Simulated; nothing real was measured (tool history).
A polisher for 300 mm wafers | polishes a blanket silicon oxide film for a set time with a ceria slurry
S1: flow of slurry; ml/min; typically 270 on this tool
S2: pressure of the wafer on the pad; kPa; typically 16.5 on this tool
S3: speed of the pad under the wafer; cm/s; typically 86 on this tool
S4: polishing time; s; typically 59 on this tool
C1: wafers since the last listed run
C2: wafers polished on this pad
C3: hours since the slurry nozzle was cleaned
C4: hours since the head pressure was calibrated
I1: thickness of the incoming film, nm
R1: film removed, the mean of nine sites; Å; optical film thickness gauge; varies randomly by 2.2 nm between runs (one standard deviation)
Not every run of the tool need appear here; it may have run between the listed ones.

run   hour   S1    S2   S3  S4    C1   C2     C3      C4      I1    R1
  1    0.0  270  16.5   74  45     0  390  674.6   750.4  1537.4  1100
  2   16.2  270  16.5   86  59   212  603  690.8   766.6  1500.7  1649
  3   36.7  270  16.5   86  59   268  871  711.3   787.1  1533.1  1527
      41.1  -- worn pad replaced by a new one
     130.6  -- worn pad replaced by a new one
  4  132.2  270  16.5   86  69  1146   21  806.8   882.6  1532.4  2028
  5  150.1  270  16.5   86  59   234  256  824.7   900.5  1511.0  1743
  6  173.4  270  16.5   86  74   305  561  848.0   923.8  1494.6  2075
  7  199.8  270  16.5   86  59   345  907  874.4   950.2  1512.6  1570
     204.8  -- slurry nozzle cleaned
     212.4  -- worn pad replaced by a new one
  8  214.6  270  11.7   98  59   128   29    9.8   965.0  1534.3  1384
  9  230.4  270  13.1   86  59   207  236   25.6   980.8  1510.6  1368
 10  256.2  215  19.3  106  39   338  574   51.4  1006.6  1527.5  1593
     286.0  -- worn pad replaced by a new one
 11  289.9  270  16.5   86  52   389   50   85.1  1040.3  1507.0  1510
     297.6  -- head pressure recalibrated
 12  319.9  270  16.5   86  52   366  417  115.1    22.3  1511.8  1469
 13  345.0  270  16.5   86  59   328  746  140.2    47.4  1512.1  1589
     362.3  -- worn pad replaced by a new one
 14  379.5  270  16.5  112  59   399  224  174.7    81.9  1517.5  2194
 15  399.4  270  16.5   68  59   260  485  194.6   101.8  1502.8  1334

List, for all runs, the conditions of the tool that the log does not record:
slurry flow missing at the pad, %: 0 in every run
deviation of the head's pressure from its setpoint, %: 0 in every run
H1: removal rate lost through wear of the pad, %
run     H1
  1   4.06
  2   6.37
  3   10.7
  4    1.7
  5   2.41
  6   5.15
  7   10.7
  8  0.194
  9  0.797
 10    3.8
 11   2.15
 12   4.28
 13   8.67
 14   1.41
 15   3.44
